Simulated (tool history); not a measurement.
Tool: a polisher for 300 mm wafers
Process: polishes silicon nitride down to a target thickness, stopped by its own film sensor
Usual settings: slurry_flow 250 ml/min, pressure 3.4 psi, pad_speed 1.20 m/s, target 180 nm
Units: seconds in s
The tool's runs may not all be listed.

run,day,slurry_flow,pressure,pad_speed,target,wafers since the last listed run,wafers polished on this pad,hours since the slurry nozzle was cleaned,hours since the head pressure was calibrated,"incoming thickness of the incoming film, nm",seconds
1,0.000,250,3.4,1.20,180,0,1745,355.4,513.8,299.8,60.2
2,1.921,250,3.4,1.20,180,541,2286,401.5,559.9,301.8,61.6
# day 4.800: slurry nozzle cleaned
3,4.821,250,3.4,1.20,180,805,3092,0.5,629.5,295.9,52.3
4,7.521,250,3.4,1.20,180,760,3852,65.3,694.3,299.3,54.3
5,8.767,200,3.4,1.20,180,350,4203,95.2,724.2,304.8,62.4
6,9.792,200,3.4,1.20,180,288,4492,119.8,748.8,299.5,59.9
# day 11.146: worn pad replaced by a new one
7,12.142,200,3.4,1.20,180,615,280,176.2,805.2,293.3,58.1
8,14.838,250,3.4,1.20,180,759,1039,240.9,869.9,298.6,58.0
9,15.988,250,3.4,1.20,180,323,1363,268.5,897.5,297.7,56.8
10,18.762,250,3.4,1.30,180,781,2145,335.1,964.1,293.6,53.8
11,20.392,250,3.4,1.20,180,458,2604,374.2,1003.2,295.2,58.1
12,21.633,250,3.4,1.20,180,349,2954,404.0,1033.0,299.7,60.7
# day 23.329: slurry nozzle cleaned
13,23.612,250,3.4,1.20,180,545,3500,6.8,1080.5,298.7,54.4
14,24.908,250,3.4,1.20,180,365,3865,37.9,1111.6,302.9,57.3
# day 26.258: worn pad replaced by a new one
15,26.975,250,3.4,1.20,180,535,201,87.5,1161.2,304.5,59.1
16,28.292,250,3.4,1.20,180,370,572,119.1,1192.8,299.3,57.5
17,29.700,250,4.0,1.34,180,396,969,152.9,1226.6,297.3,45.0
18,31.017,250,3.4,1.20,180,370,1340,184.5,1258.2,296.9,55.5
# day 32.171: head pressure recalibrated
19,32.192,290,3.4,0.98,180,307,1647,212.7,0.5,302.7,67.3
20,33.883,250,3.4,1.04,180,476,2124,253.3,41.1,299.6,66.2
21,36.362,250,3.4,1.20,180,698,2822,312.8,100.6,298.2,57.4
22,37.954,175,3.4,1.20,139,448,3271,351.0,138.8,301.2,87.5
# day 39.108: slurry nozzle cleaned
23,40.283,250,3.4,1.20,180,644,3915,28.2,194.7,297.4,53.8
24,42.208,225,3.4,1.20,151,542,4457,74.4,240.9,295.0,69.8
# day 42.546: worn pad replaced by a new one
25,43.838,250,2.7,1.02,180,412,363,113.5,280.0,300.4,79.7
26,45.129,250,3.4,1.20,206,363,727,144.5,311.0,304.1,47.6
27,47.062,290,3.4,1.20,180,544,1271,190.9,357.4,299.9,56.6
28,53.683,250,3.4,1.20,180,1865,3137,349.8,516.3,300.0,60.0
29,56.600,305,4.4,1.34,157,821,3958,419.8,586.3,296.9,49.6
# day 57.667: slurry nozzle cleaned
30,57.688,250,4.1,1.38,205,294,4253,0.5,612.4,297.8,32.5
# day 57.988: worn pad replaced by a new one
31,60.608,250,3.4,1.20,180,775,738,70.6,682.5,302.7,58.1
32,63.121,250,3.4,1.20,180,707,1446,130.9,742.8,298.6,55.6
33,65.029,250,4.2,1.20,180,537,1983,176.7,788.6,300.4,48.3
34,66.146,305,3.8,1.20,191,314,2298,203.5,815.4,294.9,45.5
35,68.462,250,2.7,1.02,180,652,2950,259.1,871.0,293.8,76.5
# day 73.938: slurry nozzle cleaned
# day 76.750: worn pad replaced by a new one
36,76.983,250,3.4,1.20,180,2341,65,73.1,1075.5,301.4,57.8
37,78.742,320,2.6,0.96,180,495,561,115.3,1117.7,300.4,81.5
38,81.112,250,2.6,1.20,180,667,1228,172.2,1174.6,303.3,73.3

Forecast each of these 3 alternatives for the next run:
A,81.129,250,3.4,1.20,180,4,1233,172.6,1175.0,300.5,?
B,81.129,190,3.8,1.20,204,4,1233,172.6,1175.0,300.5,?
C,81.129,250,3.4,0.90,180,4,1233,172.6,1175.0,300.5,?

run,seconds
A,57.5
B,44.4
C,72.3
Without the tool's hidden state the same runs would have given:
run,seconds
A,54.1
B,41.0
C,68.0

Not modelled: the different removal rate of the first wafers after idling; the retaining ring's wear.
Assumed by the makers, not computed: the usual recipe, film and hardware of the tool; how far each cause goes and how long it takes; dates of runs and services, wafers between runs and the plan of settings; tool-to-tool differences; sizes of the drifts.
